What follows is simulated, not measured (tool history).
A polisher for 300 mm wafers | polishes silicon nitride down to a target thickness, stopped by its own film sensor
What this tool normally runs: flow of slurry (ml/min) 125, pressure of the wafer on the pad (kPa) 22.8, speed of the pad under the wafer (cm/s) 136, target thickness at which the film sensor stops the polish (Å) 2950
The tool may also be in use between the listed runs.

run,hour,flow of slurry (ml/min),pressure of the wafer on the pad (kPa),speed of the pad under the wafer (cm/s),target thickness at which the film sensor stops the polish (Å),"incoming thickness of the incoming film, nm",time until the film sensor stopped the polish (s)
1,0.0,125,22.8,136,2950,503.1,124.4
2,25.6,125,22.8,136,2950,497.8,121.3
# hour 35.6: slurry nozzle cleaned
3,94.0,125,22.8,136,2950,507.3,134.6
4,131.2,125,22.8,136,2950,494.4,125.2
5,166.7,125,22.8,136,2950,495.7,132.2
6,219.6,125,22.8,136,2950,497.3,134.9
7,281.4,125,22.8,136,2950,505.8,143.9
8,337.8,125,22.8,136,2950,500.5,143.3
# hour 356.9: head pressure recalibrated
9,386.6,125,22.8,110,2950,509.5,158.8
10,452.9,125,22.8,110,2950,508.2,154.1
11,503.0,125,22.8,136,3630,503.2,91.2
# hour 554.0: worn pad replaced by a new one
12,554.3,125,22.8,136,2340,500.8,154.4
# hour 575.6: slurry nozzle cleaned
13,610.9,115,22.8,90,2950,507.4,177.3
14,655.1,125,22.8,136,2950,498.7,125.4
15,845.6,165,30.3,112,2950,503.5,123.9
# hour 879.6: head pressure recalibrated
16,880.1,125,27.6,168,2950,501.9,93.5
17,946.2,125,30.3,136,2500,497.5,125.2
18,985.7,125,22.8,136,2630,501.9,153.0
19,1045.3,125,22.8,136,2950,500.6,129.8
# hour 1112.3: worn pad replaced by a new one
# hour 1157.0: slurry nozzle cleaned
20,1232.8,105,22.8,148,2950,505.4,126.4
21,1292.2,145,22.8,158,2950,493.0,106.2
22,1348.8,125,22.8,136,2320,506.9,183.1
23,1391.2,125,22.8,136,2950,496.4,132.4
24,1415.9,165,28.3,180,2950,497.3,87.7
25,1457.0,165,22.8,152,2950,503.7,121.4
# hour 1488.3: head pressure recalibrated
26,1498.6,125,22.8,136,2950,493.4,125.7
27,1541.2,125,26.2,136,2950,498.4,113.9
28,1597.1,125,22.8,136,2950,498.8,128.0
# hour 1608.5: worn pad replaced by a new one
29,1642.8,125,22.8,136,2950,499.9,119.9
# hour 1656.9: slurry nozzle cleaned
30,1708.0,125,16.5,136,2950,506.8,157.8
31,1749.0,110,28.3,160,3170,503.0,88.4
32,1800.0,125,22.8,136,2950,504.9,134.5
33,1833.9,125,18.6,152,2950,496.9,136.3
34,1880.8,105,22.8,136,2950,495.5,136.1
35,1928.1,100,22.8,136,2950,498.9,145.0

Give the tool's hidden conditions for every run:
slurry flow missing at the pad, %: 0 at every run
H1: removal rate lost through wear of the pad, %
H2: deviation of the head's pressure from its setpoint, %
run,H1,H2
1,3.31,-4.94
2,4.6,-5.44
3,7.28,-6.78
4,8.36,-7.51
5,9.19,-8.21
6,10.2,-9.24
7,11,-10.5
8,11.5,-11.6
9,11.9,0.358
10,12.2,-0.943
11,12.4,-1.93
12,1,-2.93
13,4.35,-4.04
14,6.31,-4.91
15,10.9,-8.65
16,11.3,0.959
17,11.9,-0.338
18,12.2,-1.11
19,12.5,-2.28
20,6.3,-5.96
21,8.07,-7.13
22,9.3,-8.24
23,9.99,-9.07
24,10.3,-9.55
25,10.8,-10.4
26,11.2,0.967
27,11.5,0.131
28,11.8,-0.965
29,3.02,-1.86
30,6.14,-3.14
31,7.59,-3.95
32,8.98,-4.95
33,9.71,-5.61
34,10.5,-6.53
35,11.1,-7.46

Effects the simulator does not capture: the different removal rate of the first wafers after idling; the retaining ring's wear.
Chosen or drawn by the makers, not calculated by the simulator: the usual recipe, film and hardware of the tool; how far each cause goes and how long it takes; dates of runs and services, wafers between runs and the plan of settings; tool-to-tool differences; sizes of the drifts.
